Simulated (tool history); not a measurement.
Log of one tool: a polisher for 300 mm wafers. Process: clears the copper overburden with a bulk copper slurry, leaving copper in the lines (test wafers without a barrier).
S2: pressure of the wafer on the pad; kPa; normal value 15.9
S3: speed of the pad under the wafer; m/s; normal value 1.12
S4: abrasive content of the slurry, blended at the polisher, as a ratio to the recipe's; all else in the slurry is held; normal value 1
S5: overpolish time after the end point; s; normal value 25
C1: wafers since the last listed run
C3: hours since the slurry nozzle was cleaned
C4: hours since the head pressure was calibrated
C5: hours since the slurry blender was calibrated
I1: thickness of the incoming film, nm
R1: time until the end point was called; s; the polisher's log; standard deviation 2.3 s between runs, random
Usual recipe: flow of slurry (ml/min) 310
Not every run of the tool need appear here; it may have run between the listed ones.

{"run": 1, "hour": 0.0, "flow of slurry (ml/min)": 310, "S2": 14.5, "S3": 1.12, "S4": 1, "S5": 16, "C1": 0, "wafers polished on this pad": 1620, "C3": 169.4, "C4": 703.2, "C5": 81, "I1": 1210.1, "R1": 156.9}
{"hour": 21.8, "done": "worn pad replaced by a new one"}
{"run": 2, "hour": 22.3, "flow of slurry (ml/min)": 310, "S2": 15.9, "S3": 1.12, "S4": 1, "S5": 25, "C1": 175, "wafers polished on this pad": 4, "C3": 191.7, "C4": 725.5, "C5": 103.3, "I1": 1224.9, "R1": 142.9}
{"run": 3, "hour": 104.6, "flow of slurry (ml/min)": 310, "S2": 15.9, "S3": 1.12, "S4": 1, "S5": 25, "C1": 787, "wafers polished on this pad": 791, "C3": 274, "C4": 807.8, "C5": 185.6, "I1": 1199.7, "R1": 141.4}
{"hour": 144.8, "done": "slurry blender recalibrated"}
{"run": 4, "hour": 212.0, "flow of slurry (ml/min)": 275, "S2": 15.9, "S3": 1.12, "S4": 1, "S5": 25, "C1": 1007, "wafers polished on this pad": 1799, "C3": 381.4, "C4": 915.2, "C5": 67.2, "I1": 1208.9, "R1": 141.4}
{"run": 5, "hour": 237.9, "flow of slurry (ml/min)": 275, "S2": 15.9, "S3": 1.12, "S4": 1, "S5": 25, "C1": 247, "wafers polished on this pad": 2047, "C3": 407.3, "C4": 941.1, "C5": 93.1, "I1": 1237.9, "R1": 146.9}
{"run": 6, "hour": 254.2, "flow of slurry (ml/min)": 310, "S2": 15.9, "S3": 1.12, "S4": 1, "S5": 25, "C1": 155, "wafers polished on this pad": 2203, "C3": 423.6, "C4": 957.4, "C5": 109.4, "I1": 1194.9, "R1": 136.7}
{"hour": 263.9, "done": "worn pad replaced by a new one"}
{"run": 7, "hour": 279.5, "flow of slurry (ml/min)": 310, "S2": 15.9, "S3": 1.12, "S4": 1, "S5": 25, "C1": 203, "wafers polished on this pad": 149, "C3": 448.9, "C4": 982.7, "C5": 134.7, "I1": 1215.6, "R1": 142.2}
{"run": 8, "hour": 291.5, "flow of slurry (ml/min)": 310, "S2": 15.9, "S3": 1.12, "S4": 1, "S5": 25, "C1": 114, "wafers polished on this pad": 263, "C3": 460.9, "C4": 994.7, "C5": 146.7, "I1": 1210.5, "R1": 140.5}
{"run": 9, "hour": 317.5, "flow of slurry (ml/min)": 310, "S2": 15.9, "S3": 1.12, "S4": 1, "S5": 32, "C1": 248, "wafers polished on this pad": 512, "C3": 486.9, "C4": 1020.7, "C5": 172.7, "I1": 1206.9, "R1": 139.1}
{"run": 10, "hour": 330.1, "flow of slurry (ml/min)": 340, "S2": 15.9, "S3": 1.12, "S4": 1, "S5": 25, "C1": 120, "wafers polished on this pad": 633, "C3": 499.5, "C4": 1033.3, "C5": 185.3, "I1": 1226.4, "R1": 138.8}
{"hour": 359.7, "done": "slurry blender recalibrated"}
{"run": 11, "hour": 364.9, "flow of slurry (ml/min)": 310, "S2": 15.9, "S3": 1.12, "S4": 1, "S5": 25, "C1": 313, "wafers polished on this pad": 946, "C3": 534.3, "C4": 1068.1, "C5": 5.2, "I1": 1224.2, "R1": 143}
{"run": 12, "hour": 396.9, "flow of slurry (ml/min)": 310, "S2": 14.5, "S3": 1.12, "S4": 1.2, "S5": 25, "C1": 306, "wafers polished on this pad": 1252, "C3": 566.3, "C4": 1100.1, "C5": 37.2, "I1": 1238.8, "R1": 148.6}
{"run": 13, "hour": 417.9, "flow of slurry (ml/min)": 310, "S2": 14.5, "S3": 1.12, "S4": 1, "S5": 16, "C1": 200, "wafers polished on this pad": 1453, "C3": 587.3, "C4": 1121.1, "C5": 58.2, "I1": 1228.2, "R1": 160.2}
{"run": 14, "hour": 442.8, "flow of slurry (ml/min)": 310, "S2": 15.9, "S3": 1.12, "S4": 1, "S5": 25, "C1": 238, "wafers polished on this pad": 1691, "C3": 612.2, "C4": 1146, "C5": 83.1, "I1": 1229.2, "R1": 140.7}
{"run": 15, "hour": 477.6, "flow of slurry (ml/min)": 310, "S2": 15.9, "S3": 1.12, "S4": 1, "S5": 25, "C1": 332, "wafers polished on this pad": 2024, "C3": 647, "C4": 1180.8, "C5": 117.9, "I1": 1220.6, "R1": 142.9}
{"hour": 485.8, "done": "worn pad replaced by a new one"}
{"run": 16, "hour": 493.5, "flow of slurry (ml/min)": 350, "S2": 15.9, "S3": 1.12, "S4": 1.15, "S5": 25, "C1": 113, "wafers polished on this pad": 74, "C3": 662.9, "C4": 1196.7, "C5": 133.8, "I1": 1239.5, "R1": 138.5}
{"run": 17, "hour": 518.6, "flow of slurry (ml/min)": 360, "S2": 15.9, "S3": 0.74, "S4": 1, "S5": 25, "C1": 240, "wafers polished on this pad": 314, "C3": 688, "C4": 1221.8, "C5": 158.9, "I1": 1209.8, "R1": 212.4}
{"hour": 548.7, "done": "slurry blender recalibrated"}
{"run": 18, "hour": 553.2, "flow of slurry (ml/min)": 400, "S2": 12.4, "S3": 1.12, "S4": 1, "S5": 25, "C1": 311, "wafers polished on this pad": 625, "C3": 722.6, "C4": 1256.4, "C5": 4.5, "I1": 1239.7, "R1": 180.2}
{"run": 19, "hour": 569.2, "flow of slurry (ml/min)": 210, "S2": 17.9, "S3": 1.12, "S4": 1, "S5": 25, "C1": 153, "wafers polished on this pad": 778, "C3": 738.6, "C4": 1272.4, "C5": 20.5, "I1": 1210.5, "R1": 132.9}
{"hour": 584.2, "done": "head pressure recalibrated"}
{"run": 20, "hour": 595.6, "flow of slurry (ml/min)": 400, "S2": 15.9, "S3": 1.12, "S4": 1.1, "S5": 25, "C1": 233, "wafers polished on this pad": 1012, "C3": 765, "C4": 11.4, "C5": 46.9, "I1": 1208.4, "R1": 130.2}
{"hour": 607.8, "done": "slurry nozzle cleaned"}
{"run": 21, "hour": 627.3, "flow of slurry (ml/min)": 310, "S2": 15.9, "S3": 1.22, "S4": 1, "S5": 25, "C1": 293, "wafers polished on this pad": 1305, "C3": 19.5, "C4": 43.1, "C5": 78.6, "I1": 1214.5, "R1": 129}
{"run": 22, "hour": 661.9, "flow of slurry (ml/min)": 265, "S2": 15.9, "S3": 0.82, "S4": 1, "S5": 25, "C1": 330, "wafers polished on this pad": 1636, "C3": 54.1, "C4": 77.7, "C5": 113.2, "I1": 1191.6, "R1": 189.4}
{"run": 23, "hour": 693.3, "flow of slurry (ml/min)": 310, "S2": 15.9, "S3": 1.12, "S4": 1, "S5": 25, "C1": 300, "wafers polished on this pad": 1936, "C3": 85.5, "C4": 109.1, "C5": 144.6, "I1": 1230.5, "R1": 142.6}
{"hour": 698.0, "done": "worn pad replaced by a new one"}
{"run": 24, "hour": 722.0, "flow of slurry (ml/min)": 310, "S2": 15.9, "S3": 1.12, "S4": 1, "S5": 20, "C1": 236, "wafers polished on this pad": 229, "C3": 114.2, "C4": 137.8, "C5": 173.3, "I1": 1233.9, "R1": 145.7}
{"run": 25, "hour": 751.4, "flow of slurry (ml/min)": 220, "S2": 20.7, "S3": 1.12, "S4": 1.1, "S5": 29, "C1": 281, "wafers polished on this pad": 510, "C3": 143.6, "C4": 167.2, "C5": 202.7, "I1": 1224.7, "R1": 106.7}
{"hour": 764.8, "done": "slurry blender recalibrated"}
{"run": 26, "hour": 826.3, "flow of slurry (ml/min)": 350, "S2": 15.9, "S3": 1.32, "S4": 1.25, "S5": 25, "C1": 697, "wafers polished on this pad": 1207, "C3": 218.5, "C4": 242.1, "C5": 61.5, "I1": 1225.7, "R1": 112.9}
{"run": 27, "hour": 859.3, "flow of slurry (ml/min)": 310, "S2": 20.7, "S3": 1.12, "S4": 1, "S5": 25, "C1": 315, "wafers polished on this pad": 1522, "C3": 251.5, "C4": 275.1, "C5": 94.5, "I1": 1226.3, "R1": 106}
{"run": 28, "hour": 872.9, "flow of slurry (ml/min)": 310, "S2": 17.9, "S3": 1.26, "S4": 1.25, "S5": 25, "C1": 130, "wafers polished on this pad": 1652, "C3": 265.1, "C4": 288.7, "C5": 108.1, "I1": 1223.8, "R1": 108}
{"run": 29, "hour": 891.3, "flow of slurry (ml/min)": 310, "S2": 15.9, "S3": 1.12, "S4": 1, "S5": 25, "C1": 175, "wafers polished on this pad": 1828, "C3": 283.5, "C4": 307.1, "C5": 126.5, "I1": 1217, "R1": 141.5}

For each entry between runs, how does the tool's hidden state at the last listed run before it compare with that at the first listed run after it?
In the gap between runs 1 and 2: worn pad replaced by a new one (hour 21.8)
  no hidden state differs between the two runs
In the gap between runs 3 and 4: slurry blender recalibrated (hour 144.8)
  no hidden state differs between the two runs
In the gap between runs 6 and 7: worn pad replaced by a new one (hour 263.9)
  no hidden state differs between the two runs
In the gap between runs 10 and 11: slurry blender recalibrated (hour 359.7)
  no hidden state differs between the two runs
In the gap between runs 15 and 16: worn pad replaced by a new one (hour 485.8)
  no hidden state differs between the two runs
In the gap between runs 17 and 18: slurry blender recalibrated (hour 548.7)
  no hidden state differs between the two runs
In the gap between runs 19 and 20: head pressure recalibrated (hour 584.2)
  no hidden state differs between the two runs
In the gap between runs 20 and 21: slurry nozzle cleaned (hour 607.8)
  no hidden state differs between the two runs
In the gap between runs 23 and 24: worn pad replaced by a new one (hour 698)
  no hidden state differs between the two runs
In the gap between runs 25 and 26: slurry blender recalibrated (hour 764.8)
  no hidden state differs between the two runs
